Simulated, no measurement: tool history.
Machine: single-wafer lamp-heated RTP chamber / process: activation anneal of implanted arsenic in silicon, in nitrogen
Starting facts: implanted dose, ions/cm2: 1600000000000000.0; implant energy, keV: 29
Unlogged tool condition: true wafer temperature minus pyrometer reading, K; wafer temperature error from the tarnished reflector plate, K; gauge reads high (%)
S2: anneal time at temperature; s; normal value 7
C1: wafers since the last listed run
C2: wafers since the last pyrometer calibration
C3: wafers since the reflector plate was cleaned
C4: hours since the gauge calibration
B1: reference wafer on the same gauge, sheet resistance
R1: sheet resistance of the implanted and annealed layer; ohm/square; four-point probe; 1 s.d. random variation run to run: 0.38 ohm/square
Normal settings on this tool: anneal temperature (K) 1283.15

run 1 hour=0 | anneal_temperature_(K)=1304.15 S2=7 | C1=0 C2=2072 C3=3498 C4=577.5 | B1=95.95 | R1=95.22
run 2 hour=31.5 | anneal_temperature_(K)=1283.15 S2=7 | C1=472 C2=2545 C3=3970 C4=609 | B1=96.06 | R1=99.25
run 3 hour=61.9 | anneal_temperature_(K)=1283.15 S2=7 | C1=456 C2=3001 C3=4427 C4=639.4 | B1=96.04 | R1=98.85
run 4 hour=103.8 | anneal_temperature_(K)=1283.15 S2=7 | C1=628 C2=3630 C3=5056 C4=681.3 | B1=95.97 | R1=98.08
run 5 hour=128.3 | anneal_temperature_(K)=1283.15 S2=7 | C1=367 C2=3998 C3=5423 C4=705.8 | B1=96.06 | R1=98.2
-- hour=148.9 reflector plate cleaned
run 6 hour=176.1 | anneal_temperature_(K)=1283.15 S2=4 | C1=597 C2=4595 C3=408 C4=753.6 | B1=95.99 | R1=101.26
-- hour=189.3 pyrometer window cleaned and pyrometer calibrated
run 7 hour=206.1 | anneal_temperature_(K)=1261.15 S2=7 | C1=330 C2=252 C3=739 C4=783.6 | B1=96.08 | R1=104.5
run 8 hour=232.5 | anneal_temperature_(K)=1261.15 S2=7 | C1=396 C2=649 C3=1135 C4=810 | B1=96.03 | R1=104.68
run 9 hour=300.4 | anneal_temperature_(K)=1264.15 S2=7 | C1=1019 C2=1668 C3=2154 C4=877.9 | B1=95.94 | R1=104.59
-- hour=309.4 gauge calibrated
run 10 hour=324.8 | anneal_temperature_(K)=1264.15 S2=7 | C1=366 C2=2034 C3=2520 C4=15.4 | B1=96 | R1=103.47
run 11 hour=386.5 | anneal_temperature_(K)=1283.15 S2=7 | C1=926 C2=2960 C3=3446 C4=77.1 | B1=95.98 | R1=98.46
run 12 hour=413.4 | anneal_temperature_(K)=1283.15 S2=7 | C1=403 C2=3364 C3=3850 C4=104 | B1=95.92 | R1=98.35
run 13 hour=458.6 | anneal_temperature_(K)=1283.15 S2=7 | C1=678 C2=4042 C3=4529 C4=149.2 | B1=96.07 | R1=97.68
-- hour=477.3 pyrometer window cleaned and pyrometer calibrated
run 14 hour=512.4 | anneal_temperature_(K)=1283.15 S2=7 | C1=687 C2=526 C3=5216 C4=203 | B1=95.93 | R1=99.59
-- hour=547.8 reflector plate cleaned
run 15 hour=562 | anneal_temperature_(K)=1283.15 S2=7 | C1=624 C2=1150 C3=212 C4=252.6 | B1=95.98 | R1=99.65
run 16 hour=623.7 | anneal_temperature_(K)=1283.15 S2=7 | C1=926 C2=2076 C3=1139 C4=314.3 | B1=95.91 | R1=98.94
run 17 hour=674.2 | anneal_temperature_(K)=1283.15 S2=7 | C1=757 C2=2834 C3=1897 C4=364.8 | B1=95.96 | R1=99.18
run 18 hour=704.7 | anneal_temperature_(K)=1283.15 S2=7 | C1=457 C2=3292 C3=2354 C4=395.3 | B1=96.08 | R1=98.21
-- hour=757.5 pyrometer window cleaned and pyrometer calibrated
run 19 hour=760.9 | anneal_temperature_(K)=1283.15 S2=8 | C1=723 C2=50 C3=3078 C4=451.5 | B1=95.97 | R1=98.62
run 20 hour=831.8 | anneal_temperature_(K)=1283.15 S2=5 | C1=1064 C2=1114 C3=4142 C4=522.4 | B1=95.95 | R1=102.06
-- hour=899.6 reflector plate cleaned
run 21 hour=900.1 | anneal_temperature_(K)=1283.15 S2=7 | C1=905 C2=2019 C3=6 C4=590.7 | B1=96.01 | R1=99.02
run 22 hour=962.5 | anneal_temperature_(K)=1291.15 S2=8 | C1=936 C2=2956 C3=943 C4=653.1 | B1=95.92 | R1=96.29
run 23 hour=992 | anneal_temperature_(K)=1258.15 S2=5 | C1=442 C2=3399 C3=1386 C4=682.6 | B1=96.13 | R1=107.29
run 24 hour=1036.8 | anneal_temperature_(K)=1283.15 S2=7 | C1=672 C2=4071 C3=2058 C4=727.4 | B1=95.98 | R1=98.07
-- hour=1047.1 pyrometer window cleaned and pyrometer calibrated
run 25 hour=1073.7 | anneal_temperature_(K)=1283.15 S2=3 | C1=433 C2=399 C3=2492 C4=764.3 | B1=96.01 | R1=106.15
run 26 hour=1105.9 | anneal_temperature_(K)=1283.15 S2=10 | C1=483 C2=882 C3=2975 C4=796.5 | B1=96.08 | R1=96.79
run 27 hour=1136.9 | anneal_temperature_(K)=1257.15 S2=3 | C1=465 C2=1347 C3=3441 C4=827.5 | B1=96.05 | R1=112.04
-- hour=1161.7 gauge calibrated
run 28 hour=1180.3 | anneal_temperature_(K)=1301.15 S2=10 | C1=651 C2=1999 C3=4092 C4=18.6 | B1=96.1 | R1=92.79
run 29 hour=1231.3 | anneal_temperature_(K)=1257.15 S2=4 | C1=765 C2=2764 C3=4857 C4=69.6 | B1=95.99 | R1=110.17
run 30 hour=1267.2 | anneal_temperature_(K)=1283.15 S2=7 | C1=538 C2=3303 C3=5396 C4=105.5 | B1=96.04 | R1=98.98
-- hour=1306.8 reflector plate cleaned
run 31 hour=1321.4 | anneal_temperature_(K)=1265.15 S2=10 | C1=693 C2=3996 C3=218 C4=159.7 | B1=96.04 | R1=99.6
-- hour=1352.2 pyrometer window cleaned and pyrometer calibrated
run 32 hour=1390.2 | anneal_temperature_(K)=1265.15 S2=7 | C1=912 C2=570 C3=1131 C4=228.5 | B1=95.97 | R1=104.34
run 33 hour=1427.1 | anneal_temperature_(K)=1305.15 S2=7 | C1=553 C2=1124 C3=1685 C4=265.4 | B1=96.01 | R1=95.18
run 34 hour=1482.7 | anneal_temperature_(K)=1283.15 S2=7 | C1=834 C2=1959 C3=2519 C4=321 | B1=96 | R1=98.57
run 35 hour=1544.5 | anneal_temperature_(K)=1309.15 S2=11 | C1=927 C2=2886 C3=3447 C4=382.8 | B1=95.96 | R1=89.88

Describe how what the log doesn't record of the tool's condition differs between the last listed run preceding each entry between runs and the first listed run following it.
Logged between run 5 and run 6: reflector plate cleaned (hour 148.9)
  true wafer temperature minus pyrometer reading, K: 8.32 -> 11.4
  measured result minus the result with no hidden state, R1: -1.85 -> -2.78 ohm/square
Logged between run 6 and run 7: pyrometer window cleaned and pyrometer calibrated (hour 189.3)
  true wafer temperature minus pyrometer reading, K: 11.4 -> 1.51
  measured result minus the result with no hidden state, R1: -2.78 -> -0.41 ohm/square
Logged between run 9 and run 10: gauge calibrated (hour 309.4)
  true wafer temperature minus pyrometer reading, K: 2.85 -> 3.52
  measured result minus the result with no hidden state, R1: -0.76 -> -0.93 ohm/square
Logged between run 13 and run 14: pyrometer window cleaned and pyrometer calibrated (hour 477.3)
  true wafer temperature minus pyrometer reading, K: 9.54 -> 1.33
  measured result minus the result with no hidden state, R1: -2.11 -> -0.31 ohm/square
Logged between run 14 and run 15: reflector plate cleaned (hour 547.8)
  true wafer temperature minus pyrometer reading, K: 1.33 -> 1.99
  measured result minus the result with no hidden state, R1: -0.31 -> -0.45 ohm/square
Logged between run 18 and run 19: pyrometer window cleaned and pyrometer calibrated (hour 757.5)
  true wafer temperature minus pyrometer reading, K: 6.94 -> 1.02
  measured result minus the result with no hidden state, R1: -1.55 -> -0.23 ohm/square
Logged between run 20 and run 21: reflector plate cleaned (hour 899.6)
  true wafer temperature minus pyrometer reading, K: 1.63 -> 3.28
  measured result minus the result with no hidden state, R1: -0.4 -> -0.74 ohm/square
Logged between run 24 and run 25: pyrometer window cleaned and pyrometer calibrated (hour 1047.1)
  true wafer temperature minus pyrometer reading, K: 9.69 -> 0.122
  measured result minus the result with no hidden state, R1: -2.15 -> -0.03 ohm/square
Logged between run 27 and run 28: gauge calibrated (hour 1161.7)
  true wafer temperature minus pyrometer reading, K: 0.94 -> 2.02
  measured result minus the result with no hidden state, R1: -0.2 -> -0.41 ohm/square
Logged between run 30 and run 31: reflector plate cleaned (hour 1306.8)
  true wafer temperature minus pyrometer reading, K: 5.43 -> 8.41
  measured result minus the result with no hidden state, R1: -1.22 -> -2.06 ohm/square
Logged between run 31 and run 32: pyrometer window cleaned and pyrometer calibrated (hour 1352.2)
  true wafer temperature minus pyrometer reading, K: 8.41 -> 2.06
  measured result minus the result with no hidden state, R1: -2.06 -> -0.54 ohm/square

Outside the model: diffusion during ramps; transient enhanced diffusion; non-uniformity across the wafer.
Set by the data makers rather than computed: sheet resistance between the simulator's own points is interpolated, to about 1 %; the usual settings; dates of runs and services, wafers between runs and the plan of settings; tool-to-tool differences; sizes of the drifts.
